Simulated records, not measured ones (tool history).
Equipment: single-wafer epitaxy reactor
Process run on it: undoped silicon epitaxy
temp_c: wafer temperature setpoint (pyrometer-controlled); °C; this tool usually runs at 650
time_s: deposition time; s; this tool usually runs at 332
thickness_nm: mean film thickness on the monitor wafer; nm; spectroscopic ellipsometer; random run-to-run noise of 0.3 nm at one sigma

| run | day | temp_c | time_s | read-back reference wafer on the same gauge, thickness_nm | thickness_nm |
|---|---|---|---|---|---|
| 1 | 0 | 640 | 332 | 56.694 | 44.252 |
| 2 | 4.475 | 639 | 332 | 56.738 | 43.468 |
| 3 | 7.158 | 650 | 355 | 56.82 | 57.889 |
| 4 | 10.129 | 650 | 355 | 56.665 | 57.477 |
| 5 | 13.754 | 650 | 368 | 56.682 | 59.181 |
| 6 | 16.654 | 650 | 368 | 56.737 | 59.565 |
|  | 19.046 | pyrometer calibrated |
| 7 | 19.067 | 650 | 368 | 56.8 | 63.086 |
| 8 | 20.929 | 661 | 332 | 56.795 | 68.417 |
| 9 | 24.971 | 641 | 353 | 56.593 | 49.822 |
| 10 | 27.512 | 641 | 353 | 56.76 | 49.068 |
| 11 | 31.671 | 650 | 332 | 56.69 | 55.924 |
|  | 33.929 | gauge calibrated |
| 12 | 34.012 | 657 | 362 | 56.721 | 69.465 |
| 13 | 36.729 | 650 | 332 | 56.675 | 55.306 |
| 14 | 38.321 | 664 | 393 | 56.595 | 84.479 |
| 15 | 40.45 | 659 | 293 | 56.714 | 57.661 |
| 16 | 42.708 | 640 | 374 | 56.783 | 51.165 |
| 17 | 46.121 | 641 | 280 | 56.675 | 38.827 |
| 18 | 48.8 | 650 | 268 | 56.749 | 44.221 |
| 19 | 53.246 | 640 | 302 | 56.719 | 40.634 |
| 20 | 56.483 | 658 | 289 | 56.781 | 55.558 |
| 21 | 58.092 | 659 | 293 | 56.786 | 56.607 |
| 22 | 62.033 | 659 | 392 | 56.759 | 76.562 |

Below are 4 alternative next runs, each starting from the tool's condition after run 22. Predict each:
| A | 62.054 | 643 | 332 | ? | ? |
| B | 62.054 | 645 | 388 | ? | ? |
| C | 62.054 | 642 | 276 | ? | ? |
| D | 62.054 | 638 | 381 | ? | ? |

| run | read-back reference wafer on the same gauge, thickness_nm | thickness_nm |
|---|---|---|
| A | 56.667 | 47.73 |
| B | 56.667 | 57.995 |
| C | 56.667 | 38.912 |
| D | 56.667 | 49.663 |
Take away the tool's hidden state, keep each run's random variation, and the runs would have read:
| run | thickness_nm |
|---|---|
| A | 49.407 |
| B | 60.024 |
| C | 40.282 |
| D | 51.425 |

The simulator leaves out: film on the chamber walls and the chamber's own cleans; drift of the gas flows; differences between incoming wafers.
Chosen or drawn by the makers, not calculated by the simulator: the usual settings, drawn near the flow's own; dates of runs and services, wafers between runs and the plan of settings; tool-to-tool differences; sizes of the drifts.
